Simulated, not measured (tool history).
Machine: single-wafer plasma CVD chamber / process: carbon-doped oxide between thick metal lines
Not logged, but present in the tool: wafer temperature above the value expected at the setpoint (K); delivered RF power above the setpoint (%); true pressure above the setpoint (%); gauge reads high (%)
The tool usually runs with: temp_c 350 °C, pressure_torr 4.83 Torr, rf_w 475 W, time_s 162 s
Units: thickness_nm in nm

run	hour	temp_c	pressure_torr	rf_w	time_s	wafers since the last listed run	hours since the last thermocouple change	hours since the last RF generator calibration	hours since the last manometer calibration	hours since the showerhead was replaced	hours since the gauge calibration	read-back reference wafer on the same gauge, thickness_nm	thickness_nm
1	0.0	356	4.83	455	162	0	945.6	2516.5	2009.8	4837.8	95.3	856.111	671.880
2	16.5	356	4.83	455	162	102	962.1	2533.0	2026.3	4854.3	111.8	856.034	670.409
3	53.3	356	4.83	455	162	229	998.9	2569.8	2063.1	4891.1	148.6	856.103	672.640
4	70.9	358	4.83	475	162	109	1016.5	2587.4	2080.7	4908.7	166.2	856.293	695.522
# hour 79.2: showerhead replaced
# hour 87.8: capacitance manometer re-zeroed and calibrated
# hour 92.0: RF generator calibrated
5	92.5	350	4.83	425	162	8	1038.1	0.5	4.7	13.3	187.8	855.832	603.519
6	92.8	350	4.83	425	162	1	1038.4	0.8	5.0	13.6	188.1	855.909	605.453
7	103.4	350	4.83	425	162	66	1049.0	11.4	15.6	24.2	198.7	856.142	607.215
8	113.0	350	5.27	530	162	59	1058.6	21.0	25.2	33.8	208.3	855.886	767.026
9	129.4	350	4.83	475	162	102	1075.0	37.4	41.6	50.2	224.7	855.899	679.264
# hour 146.6: RF generator calibrated, repeated, since the last time left the tool worse
10	147.1	350	4.83	475	162	60	1092.7	0.5	59.3	67.9	242.4	855.870	746.635
# hour 159.7: thermocouple changed; heater temperature recalibrated
11	160.2	350	4.83	475	162	31	0.5	13.6	72.4	81.0	255.5	855.639	749.924
12	169.3	350	5.56	530	162	56	9.6	22.7	81.5	90.1	264.6	856.103	840.277
13	183.2	350	4.83	420	162	86	23.5	36.6	95.4	104.0	278.5	855.862	661.094
# hour 189.4: gauge calibrated
14	191.8	340	4.83	475	162	53	32.1	45.2	104.0	112.6	2.4	856.067	765.067
15	205.2	356	4.83	475	143	83	45.5	58.6	117.4	126.0	15.8	855.854	649.926
16	212.2	350	4.83	475	162	43	52.5	65.6	124.4	133.0	22.8	856.099	747.305
17	226.1	350	4.83	475	146	86	66.4	79.5	138.3	146.9	36.7	855.939	673.866
18	239.6	362	5.53	560	180	84	79.9	93.0	151.8	160.4	50.2	855.686	945.658
19	246.5	363	4.83	475	162	43	86.8	99.9	158.7	167.3	57.1	855.755	723.007
20	255.2	358	4.83	475	162	54	95.5	108.6	167.4	176.0	65.8	855.876	731.471

5 options for the next run, each taken on its own from the tool as it stands now. Forecast them:
A	255.6	350	4.83	475	162	2	95.9	109.0	167.8	176.4	66.2	?	?
B	255.6	350	4.83	545	130	2	95.9	109.0	167.8	176.4	66.2	?	?
C	255.6	339	4.83	410	162	2	95.9	109.0	167.8	176.4	66.2	?	?
D	255.6	350	4.83	500	190	2	95.9	109.0	167.8	176.4	66.2	?	?
E	255.6	338	4.83	475	147	2	95.9	109.0	167.8	176.4	66.2	?	?

run	read-back reference wafer on the same gauge, thickness_nm	thickness_nm
A	855.883	745.357
B	855.883	670.072
C	855.883	660.116
D	855.883	912.486
E	855.883	696.219
Had the tool no hidden state, the same runs would have come out as:
run	thickness_nm
A	753.674
B	677.159
C	668.919
D	922.449
E	703.987
